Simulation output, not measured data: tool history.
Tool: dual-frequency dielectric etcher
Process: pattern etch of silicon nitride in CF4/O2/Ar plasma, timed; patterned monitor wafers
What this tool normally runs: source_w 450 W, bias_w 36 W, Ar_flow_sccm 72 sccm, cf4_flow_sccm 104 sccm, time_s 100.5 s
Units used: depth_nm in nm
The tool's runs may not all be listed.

| run | day | source_w | bias_w | Ar_flow_sccm | cf4_flow_sccm | time_s | wafers since the last listed run | hours since the last wet clean | hours since the last source power generator calibration | hours since the last bias power generator calibration | hours since the last Ar flow controller change | hours since the last CF4 flow controller change | hours since the last upper electrode change | hours since the gauge calibration | read-back reference wafer on the same gauge, depth_nm | depth_nm |
|---|---|---|---|---|---|---|---|---|---|---|---|---|---|---|---|---|
| 1 | 0.000 | 450 | 36 | 72 | 104 | 100.5 | 0 | 12.7 | 2484.0 | 2756.9 | 2795.4 | 15.3 | 2259.5 | 25.7 | 186.2 | 169.3 |
| 2 | 0.288 | 450 | 36 | 72 | 104 | 100.5 | 71 | 19.6 | 2490.9 | 2763.8 | 2802.3 | 22.2 | 2266.4 | 32.6 | 186.0 | 169.2 |
|  | 1.483 | wet clean of the chamber, repeated, since the last time left the tool worse |
|  | 1.717 | upper electrode replaced |
|  | 1.896 | Ar flow controller replaced |
| 3 | 1.917 | 450 | 36 | 72 | 104 | 100.5 | 54 | 10.4 | 2530.0 | 2802.9 | 0.5 | 61.3 | 4.8 | 71.7 | 186.1 | 181.2 |
| 4 | 1.929 | 450 | 36 | 72 | 104 | 78.0 | 3 | 10.7 | 2530.3 | 2803.2 | 0.8 | 61.6 | 5.1 | 72.0 | 185.7 | 141.3 |
| 5 | 1.942 | 450 | 36 | 80 | 123 | 100.5 | 3 | 11.0 | 2530.6 | 2803.5 | 1.1 | 61.9 | 5.4 | 72.3 | 186.0 | 183.6 |
| 6 | 2.167 | 530 | 36 | 72 | 104 | 100.5 | 55 | 16.4 | 2536.0 | 2808.9 | 6.5 | 67.3 | 10.8 | 77.7 | 186.2 | 206.0 |
|  | 2.504 | source power generator calibrated |
| 7 | 2.662 | 450 | 36 | 61 | 104 | 89.0 | 81 | 28.3 | 3.8 | 2820.8 | 18.4 | 79.2 | 22.7 | 89.6 | 186.2 | 163.9 |
| 8 | 3.338 | 400 | 36 | 86 | 104 | 100.5 | 167 | 44.5 | 20.0 | 2837.0 | 34.6 | 95.4 | 38.9 | 105.8 | 186.0 | 165.3 |
| 9 | 3.700 | 450 | 36 | 72 | 80 | 100.5 | 89 | 53.2 | 28.7 | 2845.7 | 43.3 | 104.1 | 47.6 | 114.5 | 186.0 | 175.1 |
| 10 | 4.121 | 450 | 42 | 72 | 82 | 100.5 | 104 | 63.3 | 38.8 | 2855.8 | 53.4 | 114.2 | 57.7 | 124.6 | 185.8 | 188.2 |
| 11 | 4.825 | 450 | 42 | 72 | 84 | 100.5 | 174 | 80.2 | 55.7 | 2872.7 | 70.3 | 131.1 | 74.6 | 141.5 | 185.8 | 189.1 |
|  | 5.012 | bias power generator calibrated |
| 12 | 5.083 | 450 | 36 | 72 | 104 | 100.5 | 22 | 86.4 | 61.9 | 1.7 | 76.5 | 137.3 | 80.8 | 147.7 | 185.9 | 182.8 |
| 13 | 5.400 | 400 | 31 | 62 | 104 | 87.5 | 78 | 94.0 | 69.5 | 9.3 | 84.1 | 144.9 | 88.4 | 155.3 | 186.0 | 139.7 |
| 14 | 6.000 | 530 | 36 | 72 | 104 | 100.5 | 148 | 108.4 | 83.9 | 23.7 | 98.5 | 159.3 | 102.8 | 169.7 | 186.2 | 206.2 |
| 15 | 6.725 | 520 | 28 | 72 | 118 | 121.5 | 179 | 125.8 | 101.3 | 41.1 | 115.9 | 176.7 | 120.2 | 187.1 | 185.8 | 230.2 |
| 16 | 7.233 | 390 | 36 | 82 | 111 | 118.5 | 126 | 138.0 | 113.5 | 53.3 | 128.1 | 188.9 | 132.4 | 199.3 | 186.1 | 193.5 |
| 17 | 7.604 | 390 | 40 | 66 | 104 | 100.5 | 92 | 146.9 | 122.4 | 62.2 | 137.0 | 197.8 | 141.3 | 208.2 | 185.9 | 174.0 |
| 18 | 8.075 | 450 | 33 | 78 | 104 | 100.5 | 116 | 158.2 | 133.7 | 73.5 | 148.3 | 209.1 | 152.6 | 219.5 | 186.0 | 176.9 |
| 19 | 8.808 | 450 | 36 | 72 | 104 | 100.5 | 182 | 175.8 | 151.3 | 91.1 | 165.9 | 226.7 | 170.2 | 237.1 | 185.9 | 184.8 |
| 20 | 9.233 | 370 | 36 | 72 | 104 | 100.5 | 105 | 186.0 | 161.5 | 101.3 | 176.1 | 236.9 | 180.4 | 247.3 | 185.8 | 159.3 |

What if the next run were any one of these 5? Each begins from the tool's condition after run 20:
| A | 9.250 | 450 | 36 | 72 | 104 | 100.5 | 4 | 186.4 | 161.9 | 101.7 | 176.5 | 237.3 | 180.8 | 247.7 | ? | ? |
| B | 9.250 | 410 | 36 | 65 | 120 | 77.0 | 4 | 186.4 | 161.9 | 101.7 | 176.5 | 237.3 | 180.8 | 247.7 | ? | ? |
| C | 9.250 | 390 | 36 | 72 | 104 | 100.5 | 4 | 186.4 | 161.9 | 101.7 | 176.5 | 237.3 | 180.8 | 247.7 | ? | ? |
| D | 9.250 | 380 | 36 | 72 | 104 | 100.5 | 4 | 186.4 | 161.9 | 101.7 | 176.5 | 237.3 | 180.8 | 247.7 | ? | ? |
| E | 9.250 | 450 | 36 | 81 | 85 | 113.5 | 4 | 186.4 | 161.9 | 101.7 | 176.5 | 237.3 | 180.8 | 247.7 | ? | ? |

| run | read-back reference wafer on the same gauge, depth_nm | depth_nm |
|---|---|---|
| A | 185.9 | 183.4 |
| B | 185.9 | 134.3 |
| C | 185.9 | 165.2 |
| D | 185.9 | 162.1 |
| E | 185.9 | 200.0 |
What these runs would have given with no unlogged condition in the tool:
| run | depth_nm |
|---|---|
| A | 181.1 |
| B | 132.6 |
| C | 163.0 |
| D | 160.0 |
| E | 197.4 |
